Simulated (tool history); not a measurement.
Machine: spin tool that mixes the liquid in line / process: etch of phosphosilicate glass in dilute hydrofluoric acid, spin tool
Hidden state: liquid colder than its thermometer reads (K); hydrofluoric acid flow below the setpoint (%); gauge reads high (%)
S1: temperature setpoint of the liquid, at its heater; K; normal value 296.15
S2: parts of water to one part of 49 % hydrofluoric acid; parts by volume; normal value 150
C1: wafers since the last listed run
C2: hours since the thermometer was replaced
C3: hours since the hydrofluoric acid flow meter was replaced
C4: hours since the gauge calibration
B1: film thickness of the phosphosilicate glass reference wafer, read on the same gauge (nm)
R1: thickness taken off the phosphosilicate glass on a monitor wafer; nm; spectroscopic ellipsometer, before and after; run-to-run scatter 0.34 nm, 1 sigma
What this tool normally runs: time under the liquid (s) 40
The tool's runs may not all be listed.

run 1 day=0 | S1=299.65 S2=150 time_under_the_liquid_(s)=40 | C1=0 C2=623.6 C3=1906.8 C4=122.8 | B1=30.02 | R1=44.42
run 2 day=1.733 | S1=296.15 S2=150 time_under_the_liquid_(s)=60 | C1=496 C2=665.2 C3=1948.4 C4=164.4 | B1=30 | R1=58.5
run 3 day=3.833 | S1=296.15 S2=150 time_under_the_liquid_(s)=60 | C1=601 C2=715.6 C3=1998.8 C4=214.8 | B1=29.98 | R1=58.27
run 4 day=5.062 | S1=296.15 S2=125 time_under_the_liquid_(s)=40 | C1=351 C2=745.1 C3=2028.3 C4=244.3 | B1=30 | R1=47.59
run 5 day=7.375 | S1=296.15 S2=125 time_under_the_liquid_(s)=40 | C1=662 C2=800.6 C3=2083.8 C4=299.8 | B1=29.96 | R1=47.23
-- day=8.221 hydrofluoric acid flow meter replaced
run 6 day=8.467 | S1=296.15 S2=150 time_under_the_liquid_(s)=40 | C1=300 C2=826.8 C3=5.9 C4=326 | B1=30.02 | R1=42.89
run 7 day=10.617 | S1=296.15 S2=150 time_under_the_liquid_(s)=40 | C1=615 C2=878.4 C3=57.5 C4=377.6 | B1=30.02 | R1=42.91
run 8 day=12.6 | S1=294.15 S2=110 time_under_the_liquid_(s)=55 | C1=567 C2=926 C3=105.1 C4=425.2 | B1=30.01 | R1=77.12
run 9 day=15.133 | S1=298.15 S2=195 time_under_the_liquid_(s)=40 | C1=725 C2=986.8 C3=165.9 C4=486 | B1=30 | R1=33.59
-- day=16.225 gauge calibrated
run 10 day=16.571 | S1=296.15 S2=125 time_under_the_liquid_(s)=40 | C1=411 C2=1021.3 C3=200.4 C4=8.3 | B1=30.01 | R1=52.36
-- day=17.283 thermometer replaced
run 11 day=18.85 | S1=292.65 S2=220 time_under_the_liquid_(s)=55 | C1=640 C2=37.6 C3=255.1 C4=63 | B1=29.99 | R1=34.55
run 12 day=21.375 | S1=294.65 S2=125 time_under_the_liquid_(s)=45 | C1=723 C2=98.2 C3=315.7 C4=123.6 | B1=30.02 | R1=57.82
run 13 day=23.612 | S1=293.15 S2=220 time_under_the_liquid_(s)=15 | C1=640 C2=151.9 C3=369.4 C4=177.3 | B1=30 | R1=9.29
run 14 day=25.046 | S1=296.15 S2=95 time_under_the_liquid_(s)=40 | C1=410 C2=186.3 C3=403.8 C4=211.7 | B1=30.01 | R1=74.92

Measured minus without-hidden-state, run by run (identical run-to-run variation in each term; gauge scatter may differ):
run=1 R1=-8.37
run=2 R1=-11.38
run=3 R1=-11.78
run=4 R1=-9.74
run=5 R1=-10.08
run=6 R1=-2.99
run=7 R1=-3.3
run=8 R1=-6.56
run=9 R1=-2.97
run=10 R1=-5.04
run=11 R1=-1.13
run=12 R1=-2.25
run=13 R1=-0.44
run=14 R1=-3.74

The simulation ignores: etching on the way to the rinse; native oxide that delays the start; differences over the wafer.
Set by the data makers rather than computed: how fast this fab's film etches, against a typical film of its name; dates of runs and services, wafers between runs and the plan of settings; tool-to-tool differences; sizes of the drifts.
